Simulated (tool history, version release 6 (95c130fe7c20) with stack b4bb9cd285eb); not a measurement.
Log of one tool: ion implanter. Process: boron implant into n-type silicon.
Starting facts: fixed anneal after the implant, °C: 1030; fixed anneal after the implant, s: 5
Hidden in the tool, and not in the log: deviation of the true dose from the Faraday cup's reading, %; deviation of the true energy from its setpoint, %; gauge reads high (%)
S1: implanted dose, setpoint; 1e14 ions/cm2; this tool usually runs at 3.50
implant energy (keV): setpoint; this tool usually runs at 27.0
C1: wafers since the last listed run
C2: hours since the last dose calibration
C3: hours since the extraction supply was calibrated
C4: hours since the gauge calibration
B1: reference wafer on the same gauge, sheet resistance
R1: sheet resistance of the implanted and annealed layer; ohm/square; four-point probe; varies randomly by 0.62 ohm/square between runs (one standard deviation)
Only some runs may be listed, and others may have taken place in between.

run 1 hour=0.0 | S1=3.50 implant_energy_(keV)=27.0 | C1=0 C2=843.1 C3=5366.4 C4=192.2 | B1=245.07 | R1=266.10
run 2 hour=37.2 | S1=3.50 implant_energy_(keV)=27.0 | C1=551 C2=880.3 C3=5403.6 C4=229.4 | B1=244.96 | R1=266.37
run 3 hour=44.0 | S1=3.50 implant_energy_(keV)=27.0 | C1=100 C2=887.1 C3=5410.4 C4=236.2 | B1=244.96 | R1=266.07
run 4 hour=51.2 | S1=3.50 implant_energy_(keV)=27.0 | C1=106 C2=894.3 C3=5417.6 C4=243.4 | B1=245.16 | R1=264.56
run 5 hour=67.6 | S1=3.50 implant_energy_(keV)=27.0 | C1=243 C2=910.7 C3=5434.0 C4=259.8 | B1=245.00 | R1=265.47
run 6 hour=77.0 | S1=3.50 implant_energy_(keV)=27.0 | C1=139 C2=920.1 C3=5443.4 C4=269.2 | B1=245.15 | R1=265.61
run 7 hour=93.6 | S1=3.50 implant_energy_(keV)=29.5 | C1=246 C2=936.7 C3=5460.0 C4=285.8 | B1=245.11 | R1=263.96
run 8 hour=110.7 | S1=3.50 implant_energy_(keV)=27.0 | C1=253 C2=953.8 C3=5477.1 C4=302.9 | B1=245.04 | R1=265.13
run 9 hour=118.1 | S1=4.25 implant_energy_(keV)=27.0 | C1=109 C2=961.2 C3=5484.5 C4=310.3 | B1=245.14 | R1=226.99
-- hour=126.2 extraction supply calibrated
-- hour=171.5 Faraday cup replaced and dose calibrated
run 10 hour=172.0 | S1=4.25 implant_energy_(keV)=27.0 | C1=561 C2=0.5 C3=45.8 C4=364.2 | B1=245.00 | R1=236.24
run 11 hour=184.2 | S1=4.25 implant_energy_(keV)=27.0 | C1=180 C2=12.7 C3=58.0 C4=376.4 | B1=244.87 | R1=234.67
run 12 hour=195.1 | S1=3.50 implant_energy_(keV)=27.0 | C1=161 C2=23.6 C3=68.9 C4=387.3 | B1=244.99 | R1=274.91
run 13 hour=211.3 | S1=2.85 implant_energy_(keV)=17.5 | C1=240 C2=39.8 C3=85.1 C4=403.5 | B1=244.86 | R1=340.15
run 14 hour=227.5 | S1=3.86 implant_energy_(keV)=29.5 | C1=240 C2=56.0 C3=101.3 C4=419.7 | B1=245.01 | R1=251.45
run 15 hour=236.7 | S1=2.87 implant_energy_(keV)=27.0 | C1=136 C2=65.2 C3=110.5 C4=428.9 | B1=245.12 | R1=321.34
-- hour=244.6 gauge calibrated
run 16 hour=252.9 | S1=3.50 implant_energy_(keV)=27.0 | C1=240 C2=81.4 C3=126.7 C4=8.3 | B1=245.03 | R1=273.08
run 17 hour=263.2 | S1=3.50 implant_energy_(keV)=18.5 | C1=152 C2=91.7 C3=137.0 C4=18.6 | B1=245.06 | R1=285.23
run 18 hour=277.1 | S1=3.02 implant_energy_(keV)=24.0 | C1=206 C2=105.6 C3=150.9 C4=32.5 | B1=244.93 | R1=310.02
run 19 hour=290.5 | S1=3.50 implant_energy_(keV)=27.0 | C1=198 C2=119.0 C3=164.3 C4=45.9 | B1=244.91 | R1=274.00
run 20 hour=296.9 | S1=3.91 implant_energy_(keV)=27.0 | C1=94 C2=125.4 C3=170.7 C4=52.3 | B1=245.00 | R1=249.80
run 21 hour=307.0 | S1=3.17 implant_energy_(keV)=27.0 | C1=149 C2=135.5 C3=180.8 C4=62.4 | B1=244.95 | R1=294.33
run 22 hour=323.5 | S1=2.91 implant_energy_(keV)=36.0 | C1=244 C2=152.0 C3=197.3 C4=78.9 | B1=244.97 | R1=306.10
run 23 hour=331.3 | S1=4.25 implant_energy_(keV)=22.0 | C1=115 C2=159.8 C3=205.1 C4=86.7 | B1=245.11 | R1=237.56
run 24 hour=338.0 | S1=3.50 implant_energy_(keV)=27.0 | C1=99 C2=166.5 C3=211.8 C4=93.4 | B1=245.22 | R1=273.40

What differs in the tool's unlogged condition from the final listed run ahead of each entry between runs to the first listed run following it?
From run 9 to run 10: extraction supply calibrated (hour 126.2); Faraday cup replaced and dose calibrated (hour 171.5)
  deviation of the true dose from the Faraday cup's reading, %: 4.8 -> -0.242
  measured less the result without the state, R1: -8.79 -> +0.47 ohm/square
From run 15 to run 16: gauge calibrated (hour 244.6)
  deviation of the true dose from the Faraday cup's reading, %: 0.555 -> 0.734
  measured less the result without the state, R1: -1.42 -> -1.60 ohm/square

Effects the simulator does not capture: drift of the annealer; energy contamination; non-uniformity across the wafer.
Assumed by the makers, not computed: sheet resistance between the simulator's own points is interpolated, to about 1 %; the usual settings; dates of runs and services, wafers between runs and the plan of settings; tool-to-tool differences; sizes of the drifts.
